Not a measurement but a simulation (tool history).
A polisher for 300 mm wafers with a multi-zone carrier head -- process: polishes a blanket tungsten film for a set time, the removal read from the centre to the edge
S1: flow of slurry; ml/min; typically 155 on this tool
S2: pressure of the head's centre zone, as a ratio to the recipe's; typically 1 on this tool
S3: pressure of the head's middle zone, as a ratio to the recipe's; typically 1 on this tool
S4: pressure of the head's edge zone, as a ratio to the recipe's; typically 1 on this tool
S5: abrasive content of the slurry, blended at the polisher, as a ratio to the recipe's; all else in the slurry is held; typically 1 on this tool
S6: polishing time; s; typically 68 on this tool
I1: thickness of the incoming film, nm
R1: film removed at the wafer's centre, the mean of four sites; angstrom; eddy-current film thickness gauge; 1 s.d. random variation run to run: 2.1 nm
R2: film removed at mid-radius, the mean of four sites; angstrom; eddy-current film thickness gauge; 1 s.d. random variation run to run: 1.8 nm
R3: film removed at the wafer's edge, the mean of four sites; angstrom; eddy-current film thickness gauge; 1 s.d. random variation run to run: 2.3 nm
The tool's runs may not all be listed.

{"run": 1, "hour": 0.0, "S1": 155, "S2": 1, "S3": 0.93, "S4": 1, "S5": 1, "S6": 61, "I1": 930.8, "R1": 1414, "R2": 1294, "R3": 1353}
{"hour": 35.9, "done": "worn pad replaced by a new one"}
{"run": 2, "hour": 74.2, "S1": 155, "S2": 1, "S3": 1, "S4": 1, "S5": 1, "S6": 68, "I1": 930.8, "R1": 1720, "R2": 1728, "R3": 1629}
{"hour": 77.7, "done": "slurry nozzle cleaned"}
{"run": 3, "hour": 136.8, "S1": 155, "S2": 1, "S3": 1, "S4": 1, "S5": 1, "S6": 68, "I1": 941.5, "R1": 1696, "R2": 1608, "R3": 1563}
{"run": 4, "hour": 199.6, "S1": 155, "S2": 1, "S3": 1.05, "S4": 1, "S5": 1, "S6": 68, "I1": 924.1, "R1": 1603, "R2": 1637, "R3": 1513}
{"run": 5, "hour": 225.5, "S1": 155, "S2": 1, "S3": 1.05, "S4": 1, "S5": 1, "S6": 68, "I1": 949.1, "R1": 1621, "R2": 1616, "R3": 1587}
{"hour": 255.1, "done": "edge zone pressure recalibrated"}
{"run": 6, "hour": 288.7, "S1": 155, "S2": 1, "S3": 1, "S4": 1, "S5": 1, "S6": 54, "I1": 937.8, "R1": 1288, "R2": 1235, "R3": 1214}
{"hour": 308.4, "done": "worn pad replaced by a new one"}
{"run": 7, "hour": 355.3, "S1": 155, "S2": 1, "S3": 1, "S4": 1, "S5": 1, "S6": 54, "I1": 924.1, "R1": 1338, "R2": 1315, "R3": 1296}
{"run": 8, "hour": 406.8, "S1": 195, "S2": 1, "S3": 1, "S4": 1, "S5": 1, "S6": 68, "I1": 948.3, "R1": 1733, "R2": 1641, "R3": 1624}
{"run": 9, "hour": 461.6, "S1": 195, "S2": 1, "S3": 1, "S4": 1, "S5": 1, "S6": 68, "I1": 927.9, "R1": 1722, "R2": 1628, "R3": 1603}
{"hour": 476.3, "done": "centre zone pressure recalibrated"}
{"run": 10, "hour": 490.1, "S1": 195, "S2": 1, "S3": 1, "S4": 1, "S5": 1, "S6": 68, "I1": 941.9, "R1": 1634, "R2": 1592, "R3": 1537}
{"run": 11, "hour": 521.4, "S1": 155, "S2": 0.88, "S3": 1.05, "S4": 1, "S5": 1.1, "S6": 55, "I1": 942.1, "R1": 1186, "R2": 1365, "R3": 1295}
{"hour": 557.6, "done": "worn pad replaced by a new one"}
{"hour": 714.7, "done": "slurry nozzle cleaned"}
{"run": 12, "hour": 725.1, "S1": 110, "S2": 1, "S3": 1, "S4": 1.09, "S5": 1.15, "S6": 47, "I1": 939.8, "R1": 1097, "R2": 1081, "R3": 1108}
{"run": 13, "hour": 751.8, "S1": 195, "S2": 1, "S3": 1, "S4": 0.97, "S5": 1, "S6": 68, "I1": 921.7, "R1": 1633, "R2": 1624, "R3": 1506}
{"run": 14, "hour": 808.4, "S1": 120, "S2": 1.1, "S3": 1.1, "S4": 0.89, "S5": 1, "S6": 68, "I1": 938.2, "R1": 1696, "R2": 1652, "R3": 1386}
{"run": 15, "hour": 840.0, "S1": 155, "S2": 1, "S3": 0.94, "S4": 1, "S5": 1, "S6": 88, "I1": 954.7, "R1": 2028, "R2": 1923, "R3": 1973}
{"hour": 880.6, "done": "worn pad replaced by a new one"}
{"hour": 894.1, "done": "carrier head's membrane replaced by a new one"}
{"run": 16, "hour": 906.2, "S1": 155, "S2": 1, "S3": 1, "S4": 1, "S5": 1, "S6": 68, "I1": 924.4, "R1": 1778, "R2": 1715, "R3": 1655}
{"run": 17, "hour": 946.6, "S1": 155, "S2": 1, "S3": 1, "S4": 1, "S5": 0.75, "S6": 68, "I1": 935, "R1": 1528, "R2": 1494, "R3": 1480}
{"run": 18, "hour": 1038.5, "S1": 155, "S2": 0.88, "S3": 1.05, "S4": 1, "S5": 1.1, "S6": 55, "I1": 940.8, "R1": 1203, "R2": 1399, "R3": 1272}
{"run": 19, "hour": 1079.8, "S1": 155, "S2": 1, "S3": 1, "S4": 0.94, "S5": 1, "S6": 68, "I1": 949, "R1": 1612, "R2": 1555, "R3": 1531}
{"run": 20, "hour": 1143.3, "S1": 110, "S2": 1, "S3": 1, "S4": 1, "S5": 1, "S6": 68, "I1": 948.4, "R1": 1531, "R2": 1482, "R3": 1472}
{"hour": 1169.5, "done": "worn pad replaced by a new one"}
{"run": 21, "hour": 1187.7, "S1": 130, "S2": 1, "S3": 1, "S4": 1, "S5": 1.15, "S6": 68, "I1": 922, "R1": 1843, "R2": 1775, "R3": 1721}
{"run": 22, "hour": 1230.6, "S1": 155, "S2": 1, "S3": 1, "S4": 1, "S5": 1, "S6": 68, "I1": 925, "R1": 1681, "R2": 1653, "R3": 1617}

Alternative continuations, all from the tool just after run 22; predict every row:
{"run": "A", "hour": 1231.0, "S1": 155, "S2": 1, "S3": 1, "S4": 1, "S5": 1, "S6": 83, "I1": 929.7, "R1": "?", "R2": "?", "R3": "?"}
{"run": "B", "hour": 1231.0, "S1": 180, "S2": 1, "S3": 0.93, "S4": 1, "S5": 1, "S6": 68, "I1": 929.7, "R1": "?", "R2": "?", "R3": "?"}
{"run": "C", "hour": 1231.0, "S1": 155, "S2": 1, "S3": 1, "S4": 1.06, "S5": 1, "S6": 89, "I1": 929.7, "R1": "?", "R2": "?", "R3": "?"}

run=A R1=2080 R2=2035 R3=1955
run=B R1=1735 R2=1595 R3=1623
run=C R1=2231 R2=2182 R3=2157
Without the tool's hidden state the same runs would have given:
run=A R1=2237 R2=2188 R3=2102
run=B R1=1866 R2=1715 R3=1745
run=C R1=2398 R2=2346 R3=2319
